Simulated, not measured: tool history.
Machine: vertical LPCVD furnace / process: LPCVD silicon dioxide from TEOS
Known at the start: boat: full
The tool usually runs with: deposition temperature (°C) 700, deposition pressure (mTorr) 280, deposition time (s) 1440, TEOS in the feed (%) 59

| run | hour | deposition temperature (°C) | deposition pressure (mTorr) | deposition time (s) | TEOS in the feed (%) | read-back reference wafer on the same gauge, thickness | film thickness on the monitor wafer in the middle of the boat (Å) |
|---|---|---|---|---|---|---|---|
| 1 | 0.0 | 700 | 280 | 1440 | 59 | 143.09 | 1428.1 |
| 2 | 74.6 | 700 | 280 | 1440 | 59 | 143.02 | 1408.6 |
| 3 | 181.3 | 700 | 280 | 1260 | 59 | 142.86 | 1249.1 |
| 4 | 228.4 | 700 | 280 | 1260 | 59 | 143.08 | 1248.1 |
| 5 | 317.0 | 700 | 280 | 1440 | 59 | 142.98 | 1416.9 |
| 6 | 406.5 | 700 | 280 | 1440 | 59 | 143.10 | 1412.1 |
| 7 | 493.0 | 700 | 280 | 1440 | 59 | 143.06 | 1426.4 |
|  | 567.3 | thermocouples replaced and temperature profile calibrated |
| 8 | 567.8 | 700 | 280 | 1440 | 59 | 142.94 | 1411.6 |
| 9 | 627.2 | 700 | 280 | 1440 | 59 | 143.07 | 1409.8 |
| 10 | 721.6 | 700 | 280 | 1440 | 62 | 143.16 | 1449.5 |
|  | 957.2 | TEOS flow controller replaced |
| 11 | 957.7 | 700 | 280 | 1440 | 62 | 142.83 | 1460.0 |
| 12 | 1056.1 | 700 | 280 | 1440 | 59 | 143.33 | 1405.8 |
| 13 | 1110.3 | 700 | 280 | 1440 | 59 | 143.09 | 1412.7 |
|  | 1118.9 | gauge calibrated |
| 14 | 1160.7 | 705 | 230 | 1440 | 59 | 142.97 | 1427.6 |
| 15 | 1208.7 | 700 | 280 | 1440 | 59 | 143.05 | 1408.0 |
| 16 | 1256.6 | 705 | 280 | 1650 | 59 | 142.68 | 1798.4 |
|  | 1353.0 | pressure gauge zeroed |
| 17 | 1353.5 | 706 | 280 | 1440 | 68 | 143.10 | 1723.6 |
| 18 | 1514.2 | 694 | 335 | 1440 | 62 | 143.14 | 1364.3 |
| 19 | 1588.4 | 700 | 280 | 1440 | 59 | 142.76 | 1399.6 |
| 20 | 1693.4 | 700 | 315 | 1650 | 54 | 142.95 | 1617.4 |
|  | 1750.2 | pressure gauge zeroed, repeated, since the last time left the tool worse |
| 21 | 1833.6 | 700 | 300 | 1440 | 59 | 143.30 | 1484.7 |
| 22 | 1904.0 | 712 | 280 | 1440 | 59 | 143.40 | 1890.8 |
| 23 | 1946.1 | 700 | 280 | 1440 | 59 | 142.73 | 1438.3 |
| 24 | 2009.0 | 700 | 280 | 1680 | 59 | 142.79 | 1667.3 |
| 25 | 2093.6 | 690 | 255 | 1440 | 52 | 143.05 | 1023.1 |
| 26 | 2176.2 | 707 | 215 | 1440 | 49 | 143.07 | 1350.0 |
| 27 | 2224.1 | 700 | 240 | 1440 | 56 | 142.89 | 1290.7 |
| 28 | 2314.9 | 700 | 280 | 1260 | 59 | 143.11 | 1270.5 |
| 29 | 2416.6 | 700 | 340 | 1140 | 59 | 142.98 | 1248.9 |
| 30 | 2461.4 | 708 | 225 | 1770 | 51 | 142.86 | 1762.6 |
| 31 | 2499.9 | 700 | 280 | 1050 | 59 | 142.92 | 1037.7 |

Below are 4 alternative next runs, each starting from the tool's condition after run 31. Predict each:
| A | 2504.7 | 700 | 255 | 1440 | 59 | ? | ? |
| B | 2504.7 | 695 | 280 | 1860 | 52 | ? | ? |
| C | 2504.7 | 693 | 220 | 1440 | 50 | ? | ? |
| D | 2504.7 | 709 | 220 | 1440 | 48 | ? | ? |

| run | read-back reference wafer on the same gauge, thickness | film thickness on the monitor wafer in the middle of the boat (Å) |
|---|---|---|
| A | 142.83 | 1354.6 |
| B | 142.83 | 1532.0 |
| C | 142.83 | 982.3 |
| D | 142.83 | 1395.4 |
Stripped of hidden state, with their random variation kept, the same runs would have yielded:
| run | film thickness on the monitor wafer in the middle of the boat (Å) |
|---|---|
| A | 1361.0 |
| B | 1538.6 |
| C | 987.7 |
| D | 1403.0 |

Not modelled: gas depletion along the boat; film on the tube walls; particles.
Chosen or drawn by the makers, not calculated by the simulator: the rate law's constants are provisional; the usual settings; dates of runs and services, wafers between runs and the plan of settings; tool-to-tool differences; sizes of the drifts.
